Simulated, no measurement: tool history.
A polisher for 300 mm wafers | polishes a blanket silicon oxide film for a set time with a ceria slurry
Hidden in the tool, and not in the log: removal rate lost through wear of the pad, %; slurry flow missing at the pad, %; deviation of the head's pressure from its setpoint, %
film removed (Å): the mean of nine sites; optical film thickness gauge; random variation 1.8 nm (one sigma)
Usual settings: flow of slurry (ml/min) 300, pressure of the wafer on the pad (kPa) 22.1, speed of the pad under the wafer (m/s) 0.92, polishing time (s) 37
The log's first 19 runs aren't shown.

| run | hour | flow of slurry (ml/min) | pressure of the wafer on the pad (kPa) | speed of the pad under the wafer (m/s) | polishing time (s) | wafers since the last listed run | wafers polished on this pad | hours since the slurry nozzle was cleaned | hours since the head pressure was calibrated | incoming thickness of the incoming film, nm | film removed (Å) |
|---|---|---|---|---|---|---|---|---|---|---|---|
|  | 240.2 | worn pad replaced by a new one |
| 20 | 240.7 | 300 | 22.1 | 0.92 | 27 | 101 | 4 | 380.1 | 819.3 | 1076 | 1340 |
| 21 | 244.8 | 300 | 22.1 | 1.1 | 37 | 34 | 38 | 384.2 | 823.4 | 1066.3 | 2172 |
| 22 | 259.8 | 300 | 22.1 | 0.92 | 37 | 125 | 163 | 399.2 | 838.4 | 1070.6 | 1817 |
|  | 261.4 | slurry nozzle cleaned |
| 23 | 277.3 | 300 | 27.6 | 0.74 | 37 | 137 | 301 | 15.9 | 855.9 | 1069.5 | 1823 |
| 24 | 292.2 | 300 | 15.9 | 0.92 | 37 | 124 | 426 | 30.8 | 870.8 | 1060.6 | 1517 |
|  | 302.6 | head pressure recalibrated |
| 25 | 308.6 | 300 | 25.5 | 0.64 | 37 | 120 | 546 | 47.2 | 6 | 1064.7 | 1458 |
| 26 | 348.5 | 300 | 22.1 | 0.92 | 50 | 333 | 879 | 87.1 | 45.9 | 1050.6 | 2499 |
| 27 | 356.5 | 225 | 24.1 | 0.92 | 37 | 66 | 946 | 95.1 | 53.9 | 1080 | 1946 |
| 28 | 368.3 | 245 | 29.6 | 1.24 | 37 | 98 | 1045 | 106.9 | 65.7 | 1070.8 | 3057 |
|  | 373.7 | worn pad replaced by a new one |
| 29 | 384.1 | 300 | 25.5 | 0.92 | 37 | 98 | 86 | 122.7 | 81.5 | 1068.8 | 2077 |
| 30 | 401.3 | 300 | 22.1 | 0.92 | 37 | 143 | 230 | 139.9 | 98.7 | 1082.4 | 1837 |
| 31 | 417 | 300 | 14.5 | 0.92 | 37 | 131 | 361 | 155.6 | 114.4 | 1087.2 | 1413 |
| 32 | 429.2 | 240 | 18.6 | 0.68 | 44 | 101 | 463 | 167.8 | 126.6 | 1058 | 1427 |
| 33 | 437.6 | 335 | 25.5 | 0.92 | 37 | 70 | 533 | 176.2 | 135 | 1073.6 | 2072 |
| 34 | 453.3 | 300 | 17.2 | 1.1 | 37 | 131 | 664 | 191.9 | 150.7 | 1078.6 | 1846 |
| 35 | 467.4 | 300 | 29.6 | 0.92 | 37 | 117 | 782 | 206 | 164.8 | 1064 | 2274 |
| 36 | 479.1 | 400 | 22.1 | 0.92 | 28 | 97 | 880 | 217.7 | 176.5 | 1071 | 1433 |
| 37 | 492.6 | 300 | 17.9 | 0.92 | 37 | 112 | 993 | 231.2 | 190 | 1073.4 | 1591 |

Forecast each of these 4 alternatives for the next run:
| A | 493 | 300 | 22.1 | 0.92 | 37 | 3 | 996 | 231.6 | 190.4 | 1075.2 | ? |
| B | 493 | 300 | 22.1 | 0.78 | 29 | 3 | 996 | 231.6 | 190.4 | 1075.2 | ? |
| C | 493 | 380 | 27.6 | 1.12 | 48 | 3 | 996 | 231.6 | 190.4 | 1075.2 | ? |
| D | 493 | 300 | 25.5 | 0.68 | 42 | 3 | 996 | 231.6 | 190.4 | 1075.2 | ? |

| run | film removed (Å) |
|---|---|
| A | 1830 |
| B | 1216 |
| C | 3488 |
| D | 1708 |
Without the tool's hidden state the same runs would have given:
| run | film removed (Å) |
|---|---|
| A | 1896 |
| B | 1260 |
| C | 3593 |
| D | 1770 |
